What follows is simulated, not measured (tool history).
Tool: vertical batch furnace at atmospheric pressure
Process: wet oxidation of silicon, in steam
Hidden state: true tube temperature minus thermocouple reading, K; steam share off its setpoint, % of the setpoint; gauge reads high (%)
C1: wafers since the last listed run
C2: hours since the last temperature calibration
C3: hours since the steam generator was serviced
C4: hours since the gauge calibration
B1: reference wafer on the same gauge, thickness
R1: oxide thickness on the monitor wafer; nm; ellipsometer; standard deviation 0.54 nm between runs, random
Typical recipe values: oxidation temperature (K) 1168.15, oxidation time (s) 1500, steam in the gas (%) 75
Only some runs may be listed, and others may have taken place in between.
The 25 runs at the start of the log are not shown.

{"run": 26, "hour": 2142.4, "oxidation temperature (K)": 1178.15, "oxidation time (s)": 930, "steam in the gas (%)": 66, "C1": 527, "C2": 433.3, "C3": 2251.6, "C4": 1052.2, "B1": 103.54, "R1": 67.37}
{"run": 27, "hour": 2244.2, "oxidation temperature (K)": 1158.15, "oxidation time (s)": 2130, "steam in the gas (%)": 81, "C1": 1068, "C2": 535.1, "C3": 2353.4, "C4": 1154, "B1": 103.61, "R1": 112.62}
{"run": 28, "hour": 2284.4, "oxidation temperature (K)": 1168.15, "oxidation time (s)": 1500, "steam in the gas (%)": 75, "C1": 421, "C2": 575.3, "C3": 2393.6, "C4": 1194.2, "B1": 103.55, "R1": 92.17}
{"hour": 2312.1, "done": "steam generator serviced"}
{"run": 29, "hour": 2369.3, "oxidation temperature (K)": 1147.15, "oxidation time (s)": 900, "steam in the gas (%)": 83, "C1": 639, "C2": 660.2, "C3": 57.2, "C4": 1279.1, "B1": 103.63, "R1": 55.1}
{"run": 30, "hour": 2465.2, "oxidation temperature (K)": 1168.15, "oxidation time (s)": 1800, "steam in the gas (%)": 75, "C1": 1006, "C2": 756.1, "C3": 153.1, "C4": 1375, "B1": 103.28, "R1": 105.27}
{"run": 31, "hour": 2561.1, "oxidation temperature (K)": 1148.15, "oxidation time (s)": 1950, "steam in the gas (%)": 85, "C1": 1006, "C2": 852, "C3": 249, "C4": 1470.9, "B1": 103.3, "R1": 97.1}
{"run": 32, "hour": 2858.9, "oxidation temperature (K)": 1182.15, "oxidation time (s)": 1650, "steam in the gas (%)": 75, "C1": 3124, "C2": 1149.8, "C3": 546.8, "C4": 1768.7, "B1": 103.73, "R1": 115.74}
{"run": 33, "hour": 2913.2, "oxidation temperature (K)": 1168.15, "oxidation time (s)": 1500, "steam in the gas (%)": 81, "C1": 569, "C2": 1204.1, "C3": 601.1, "C4": 1823, "B1": 103.45, "R1": 98.01}

Here are 3 independent what-if runs from the current tool condition. What would each one return?
{"run": "A", "hour": 2917.2, "oxidation temperature (K)": 1168.15, "oxidation time (s)": 2160, "steam in the gas (%)": 75, "C1": 41, "C2": 1208.1, "C3": 605.1, "C4": 1827, "B1": "?", "R1": "?"}
{"run": "B", "hour": 2917.2, "oxidation temperature (K)": 1156.15, "oxidation time (s)": 2220, "steam in the gas (%)": 85, "C1": 41, "C2": 1208.1, "C3": 605.1, "C4": 1827, "B1": "?", "R1": "?"}
{"run": "C", "hour": 2917.2, "oxidation temperature (K)": 1155.15, "oxidation time (s)": 1950, "steam in the gas (%)": 68, "C1": 41, "C2": 1208.1, "C3": 605.1, "C4": 1827, "B1": "?", "R1": "?"}

run=A B1=103.28 R1=120.62
run=B B1=103.28 R1=117.25
run=C B1=103.28 R1=89.16
The same runs, with their run-to-run variation unchanged, on a tool lacking any hidden condition would have given:
run=A R1=119.39
run=B R1=116.01
run=C R1=88.23

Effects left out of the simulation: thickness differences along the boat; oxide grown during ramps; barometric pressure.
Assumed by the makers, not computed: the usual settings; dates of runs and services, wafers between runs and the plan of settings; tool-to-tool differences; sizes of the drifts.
